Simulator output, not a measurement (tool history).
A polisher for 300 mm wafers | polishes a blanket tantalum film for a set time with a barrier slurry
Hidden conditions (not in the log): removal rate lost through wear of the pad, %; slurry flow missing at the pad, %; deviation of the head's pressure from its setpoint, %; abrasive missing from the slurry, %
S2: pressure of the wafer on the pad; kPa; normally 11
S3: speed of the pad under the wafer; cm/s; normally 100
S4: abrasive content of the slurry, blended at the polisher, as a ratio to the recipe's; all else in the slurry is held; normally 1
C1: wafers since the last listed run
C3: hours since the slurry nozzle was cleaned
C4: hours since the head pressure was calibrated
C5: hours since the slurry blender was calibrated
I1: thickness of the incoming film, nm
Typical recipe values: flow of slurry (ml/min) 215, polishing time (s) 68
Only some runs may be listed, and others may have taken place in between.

{"run": 1, "hour": 0.0, "flow of slurry (ml/min)": 215, "S2": 11, "S3": 100, "S4": 1, "polishing time (s)": 68, "C1": 0, "wafers polished on this pad": 114, "C3": 20.2, "C4": 915.6, "C5": 107.8, "I1": 279.9, "film removed (angstrom)": 790}
{"run": 2, "hour": 27.6, "flow of slurry (ml/min)": 215, "S2": 11, "S3": 100, "S4": 1, "polishing time (s)": 68, "C1": 265, "wafers polished on this pad": 379, "C3": 47.8, "C4": 943.2, "C5": 135.4, "I1": 279.6, "film removed (angstrom)": 785}
{"run": 3, "hour": 82.1, "flow of slurry (ml/min)": 215, "S2": 11, "S3": 100, "S4": 1, "polishing time (s)": 68, "C1": 524, "wafers polished on this pad": 904, "C3": 102.3, "C4": 997.7, "C5": 189.9, "I1": 279.8, "film removed (angstrom)": 788}
{"run": 4, "hour": 120.6, "flow of slurry (ml/min)": 215, "S2": 11, "S3": 100, "S4": 1, "polishing time (s)": 68, "C1": 370, "wafers polished on this pad": 1275, "C3": 140.8, "C4": 1036.2, "C5": 228.4, "I1": 283.2, "film removed (angstrom)": 756}
{"hour": 131.4, "done": "worn pad replaced by a new one"}
{"hour": 141.2, "done": "slurry blender recalibrated"}
{"run": 5, "hour": 225.2, "flow of slurry (ml/min)": 215, "S2": 11, "S3": 100, "S4": 1, "polishing time (s)": 68, "C1": 949, "wafers polished on this pad": 883, "C3": 245.4, "C4": 1140.8, "C5": 84, "I1": 276.4, "film removed (angstrom)": 822}
{"hour": 237.0, "done": "slurry nozzle cleaned"}
{"run": 6, "hour": 250.6, "flow of slurry (ml/min)": 215, "S2": 11, "S3": 100, "S4": 1, "polishing time (s)": 68, "C1": 234, "wafers polished on this pad": 1118, "C3": 13.6, "C4": 1166.2, "C5": 109.4, "I1": 277.3, "film removed (angstrom)": 795}
{"hour": 276.4, "done": "worn pad replaced by a new one"}
{"hour": 290.1, "done": "head pressure recalibrated"}
{"run": 7, "hour": 302.6, "flow of slurry (ml/min)": 215, "S2": 11, "S3": 110, "S4": 1, "polishing time (s)": 68, "C1": 442, "wafers polished on this pad": 232, "C3": 65.6, "C4": 12.5, "C5": 161.4, "I1": 280.9, "film removed (angstrom)": 879}
{"run": 8, "hour": 346.7, "flow of slurry (ml/min)": 215, "S2": 11, "S3": 100, "S4": 1, "polishing time (s)": 79, "C1": 424, "wafers polished on this pad": 657, "C3": 109.7, "C4": 56.6, "C5": 205.5, "I1": 284.1, "film removed (angstrom)": 881}
{"hour": 383.0, "done": "slurry blender recalibrated"}
{"run": 9, "hour": 403.2, "flow of slurry (ml/min)": 215, "S2": 11, "S3": 100, "S4": 1, "polishing time (s)": 68, "C1": 524, "wafers polished on this pad": 1182, "C3": 166.2, "C4": 113.1, "C5": 20.2, "I1": 278.2, "film removed (angstrom)": 834}
{"hour": 409.2, "done": "worn pad replaced by a new one"}
{"run": 10, "hour": 442.6, "flow of slurry (ml/min)": 260, "S2": 11, "S3": 100, "S4": 0.8, "polishing time (s)": 68, "C1": 340, "wafers polished on this pad": 321, "C3": 205.6, "C4": 152.5, "C5": 59.6, "I1": 279.4, "film removed (angstrom)": 791}

Predict the results of run 11:
{"run": 11, "hour": 505.9, "flow of slurry (ml/min)": 215, "S2": 6.9, "S3": 100, "S4": 1, "polishing time (s)": 68, "C1": 609, "wafers polished on this pad": 930, "C3": 268.9, "C4": 215.8, "C5": 122.9, "I1": 281.2, "film removed (angstrom)": "?"}

film removed (angstrom): 506
With the hidden condition absent and the run-to-run variation left alone, this run would have shown film removed (angstrom) 535.

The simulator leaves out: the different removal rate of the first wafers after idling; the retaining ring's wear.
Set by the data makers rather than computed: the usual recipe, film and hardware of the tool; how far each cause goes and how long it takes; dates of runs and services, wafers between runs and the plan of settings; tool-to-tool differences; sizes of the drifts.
